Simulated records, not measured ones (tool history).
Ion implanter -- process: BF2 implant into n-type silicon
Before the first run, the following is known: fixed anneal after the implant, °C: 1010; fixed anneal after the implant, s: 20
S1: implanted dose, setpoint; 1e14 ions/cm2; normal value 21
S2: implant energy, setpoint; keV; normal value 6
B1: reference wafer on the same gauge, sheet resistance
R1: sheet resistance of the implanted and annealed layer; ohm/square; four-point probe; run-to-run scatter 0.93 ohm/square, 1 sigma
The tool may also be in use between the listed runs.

Run 1, hour 0: usual settings; B1 243.96. Result: R1 215.76 ohm/square.
Run 2, hour 31.2: usual settings but S1 25.17 1e14 ions/cm2, S2 6.5 keV; B1 243.73. Result: R1 210.19 ohm/square.
Run 3, hour 60.8: usual settings; B1 243.76. Result: R1 215.13 ohm/square.
Run 4, hour 84.7: usual settings; B1 244.06. Result: R1 215.65 ohm/square.
Run 5, hour 105.4: usual settings; B1 244.04. Result: R1 216.91 ohm/square.
Run 6, hour 118.5: usual settings; B1 244.33. Result: R1 215.19 ohm/square.
Run 7, hour 143.1: usual settings but S1 18.07 1e14 ions/cm2; B1 243.78. Result: R1 215.81 ohm/square.
Run 8, hour 169.3: usual settings but S2 6.5 keV; B1 243.82. Result: R1 212.33 ohm/square.
Run 9, hour 182.5: usual settings but S2 6.5 keV; B1 244.28. Result: R1 211.73 ohm/square.
Run 10, hour 200.7: usual settings but S2 6.5 keV; B1 244.02. Result: R1 211.43 ohm/square.
Run 11, hour 225.6: usual settings; B1 244.11. Result: R1 215.91 ohm/square.
Run 12, hour 249.8: usual settings; B1 244.07. Result: R1 216.09 ohm/square.
Run 13, hour 280.6: usual settings; B1 243.87. Result: R1 216.5 ohm/square.
Run 14, hour 292.8: usual settings; B1 244.09. Result: R1 214.83 ohm/square.
Run 15, hour 353.3: usual settings; B1 244.28. Result: R1 215.63 ohm/square.
Run 16, hour 378.9: usual settings but S1 18.57 1e14 ions/cm2, S2 7 keV; B1 244.09. Result: R1 209.31 ohm/square.
Run 17, hour 394.9: usual settings but S2 5.5 keV; B1 244.09. Result: R1 218.93 ohm/square.
Run 18, hour 416.8: usual settings; B1 244.14. Result: R1 214.67 ohm/square.
Run 19, hour 438: usual settings but S1 25.61 1e14 ions/cm2, S2 7 keV; B1 243.87. Result: R1 207.21 ohm/square.
Run 20, hour 473.2: usual settings but S1 15.9 1e14 ions/cm2, S2 5.5 keV; B1 243.97. Result: R1 221.7 ohm/square.
Run 21, hour 560.3: usual settings; B1 244.12. Result: R1 217.05 ohm/square.
Run 22, hour 580.5: usual settings but S1 26.55 1e14 ions/cm2, S2 5 keV; B1 243.81. Result: R1 226.38 ohm/square.
Run 23, hour 598.4: usual settings; B1 243.82. Result: R1 214.9 ohm/square.
Run 24, hour 624.5: usual settings but S1 15.73 1e14 ions/cm2, S2 4.5 keV; B1 244.23. Result: R1 234.76 ohm/square.
Run 25, hour 642.6: usual settings; B1 244.09. Result: R1 215.03 ohm/square.
Run 26, hour 660.1: usual settings but S1 14.72 1e14 ions/cm2; B1 244.07. Result: R1 219.86 ohm/square.
Run 27, hour 683.9: usual settings but S2 7 keV; B1 243.96. Result: R1 206.76 ohm/square.
Run 28, hour 717.1: usual settings but S1 23.78 1e14 ions/cm2; B1 244.12. Result: R1 216.73 ohm/square.
Run 29, hour 747.3: usual settings but S1 17.25 1e14 ions/cm2; B1 243.85. Result: R1 216.24 ohm/square.
Run 30, hour 768.4: usual settings but S1 26.42 1e14 ions/cm2, S2 7.5 keV; B1 243.96. Result: R1 202.94 ohm/square.
Run 31, hour 791.1: usual settings but S2 4.5 keV; B1 244.08. Result: R1 232.1 ohm/square.
Run 32, hour 825.1: usual settings but S1 15.54 1e14 ions/cm2, S2 7.5 keV; B1 243.86. Result: R1 205.86 ohm/square.
Run 33, hour 845.1: usual settings but S1 17.31 1e14 ions/cm2, S2 5 keV; B1 243.68. Result: R1 225.04 ohm/square.
Run 34, hour 859.9: usual settings; B1 243.84. Result: R1 216.16 ohm/square.
Run 35, hour 889.1: usual settings but S1 23.55 1e14 ions/cm2; B1 243.94. Result: R1 216.64 ohm/square.
Run 36, hour 915.7: usual settings but S1 24.43 1e14 ions/cm2, S2 7.5 keV; B1 244.28. Result: R1 203.52 ohm/square.
Run 37, hour 935.9: usual settings but S2 8 keV; B1 244.1. Result: R1 200.35 ohm/square.

Not shown: 4 entries that the log had between the listed runs. Between which runs, and how does the tool's hidden state differ before and after?
Logged between run 6 and run 7: gauge calibrated (hour 121.9)
  nothing in the hidden state changes from one run to the other
Logged between run 10 and run 11: extraction supply calibrated (hour 213)
  nothing in the hidden state changes from one run to the other
Logged between run 24 and run 25: Faraday cup replaced and dose calibrated (hour 639.1)
  nothing in the hidden state changes from one run to the other
Logged between run 35 and run 36: gauge calibrated (hour 909.1)
  nothing in the hidden state changes from one run to the other
